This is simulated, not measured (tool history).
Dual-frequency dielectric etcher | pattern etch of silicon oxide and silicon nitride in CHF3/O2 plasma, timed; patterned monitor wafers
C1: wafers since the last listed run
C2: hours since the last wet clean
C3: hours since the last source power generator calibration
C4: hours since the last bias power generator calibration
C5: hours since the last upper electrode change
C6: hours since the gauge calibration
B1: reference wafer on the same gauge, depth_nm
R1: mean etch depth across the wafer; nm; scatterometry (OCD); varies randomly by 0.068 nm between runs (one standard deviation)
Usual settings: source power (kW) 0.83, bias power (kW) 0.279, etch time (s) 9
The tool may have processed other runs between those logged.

Run 1, hour 0: usual settings but bias power (kW) 0.249, etch time (s) 10.5; C1 0; C2 108.1; C3 2070; C4 3477.6; C5 2032.5; C6 221.8; B1 17.1. Result: R1 20.05 nm.
Run 2, hour 79.7: usual settings; C1 718; C2 187.8; C3 2149.7; C4 3557.3; C5 2112.2; C6 301.5; B1 17.11. Result: R1 17.88 nm.
Run 3, hour 144.6: usual settings; C1 584; C2 252.7; C3 2214.6; C4 3622.2; C5 2177.1; C6 366.4; B1 17.11. Result: R1 17.72 nm.
Run 4, hour 240.8: usual settings but etch time (s) 10; C1 866; C2 348.9; C3 2310.8; C4 3718.4; C5 2273.3; C6 462.6; B1 17.09. Result: R1 19.49 nm.
Run 5, hour 292.6: usual settings but etch time (s) 10; C1 466; C2 400.7; C3 2362.6; C4 3770.2; C5 2325.1; C6 514.4; B1 17.09. Result: R1 19.58 nm.
Run 6, hour 387.9: usual settings; C1 858; C2 496; C3 2457.9; C4 3865.5; C5 2420.4; C6 609.7; B1 17.11. Result: R1 17.44 nm.
At hour 397.5: source power generator calibrated.
Run 7, hour 434.1: usual settings; C1 380; C2 542.2; C3 36.6; C4 3911.7; C5 2466.6; C6 655.9; B1 17.1. Result: R1 17.44 nm.
At hour 490: wet clean of the chamber.
At hour 529.6: upper electrode replaced, of another model than before.
Run 8, hour 534.9: usual settings; C1 475; C2 44.9; C3 137.4; C4 4012.5; C5 5.3; C6 756.7; B1 17.08. Result: R1 18.08 nm.
At hour 574: gauge calibrated.
Run 9, hour 592: usual settings; C1 514; C2 102; C3 194.5; C4 4069.6; C5 62.4; C6 18; B1 17.07. Result: R1 18.01 nm.
Run 10, hour 689.2: usual settings but bias power (kW) 0.243, etch time (s) 10; C1 875; C2 199.2; C3 291.7; C4 4166.8; C5 159.6; C6 115.2; B1 17.11. Result: R1 18.18 nm.
At hour 699.5: bias power generator calibrated.
Run 11, hour 770.8: usual settings; C1 699; C2 280.8; C3 373.3; C4 71.3; C5 241.2; C6 196.8; B1 17.12. Result: R1 17.8 nm.
Run 12, hour 851.5: usual settings; C1 727; C2 361.5; C3 454; C4 152; C5 321.9; C6 277.5; B1 17.1. Result: R1 17.71 nm.
Run 13, hour 889.4: usual settings but source power (kW) 0.9, etch time (s) 7; C1 341; C2 399.4; C3 491.9; C4 189.9; C5 359.8; C6 315.4; B1 17.08. Result: R1 14.14 nm.
Run 14, hour 987.1: usual settings but source power (kW) 0.96, etch time (s) 10.5; C1 880; C2 497.1; C3 589.6; C4 287.6; C5 457.5; C6 413.1; B1 17.13. Result: R1 21.56 nm.
Run 15, hour 1092.4: usual settings but source power (kW) 0.63, bias power (kW) 0.33; C1 948; C2 602.4; C3 694.9; C4 392.9; C5 562.8; C6 518.4; B1 17.09. Result: R1 17.67 nm.
At hour 1131.3: wet clean of the chamber.
Run 16, hour 1134.2: usual settings but source power (kW) 0.62, bias power (kW) 0.299, etch time (s) 7.5; C1 160; C2 2.9; C3 736.7; C4 434.7; C5 604.6; C6 560.2; B1 17.09. Result: R1 14.3 nm.
Run 17, hour 1171.4: usual settings but source power (kW) 0.94; C1 335; C2 40.1; C3 773.9; C4 471.9; C5 641.8; C6 597.4; B1 17.11. Result: R1 18.83 nm.

Run 18 comes next. What will it give?
Run 18, hour 1258.6: usual settings but source power (kW) 0.74, bias power (kW) 0.258, etch time (s) 7.5; C1 785; C2 127.3; C3 861.1; C4 559.1; C5 729; C6 684.6; B1 ?. Result: R1 ?.

Run 18 yielded B1 17.09, R1 13.75 nm.
The same run, on a tool lacking any hidden state, would have yielded R1 13.81 nm.

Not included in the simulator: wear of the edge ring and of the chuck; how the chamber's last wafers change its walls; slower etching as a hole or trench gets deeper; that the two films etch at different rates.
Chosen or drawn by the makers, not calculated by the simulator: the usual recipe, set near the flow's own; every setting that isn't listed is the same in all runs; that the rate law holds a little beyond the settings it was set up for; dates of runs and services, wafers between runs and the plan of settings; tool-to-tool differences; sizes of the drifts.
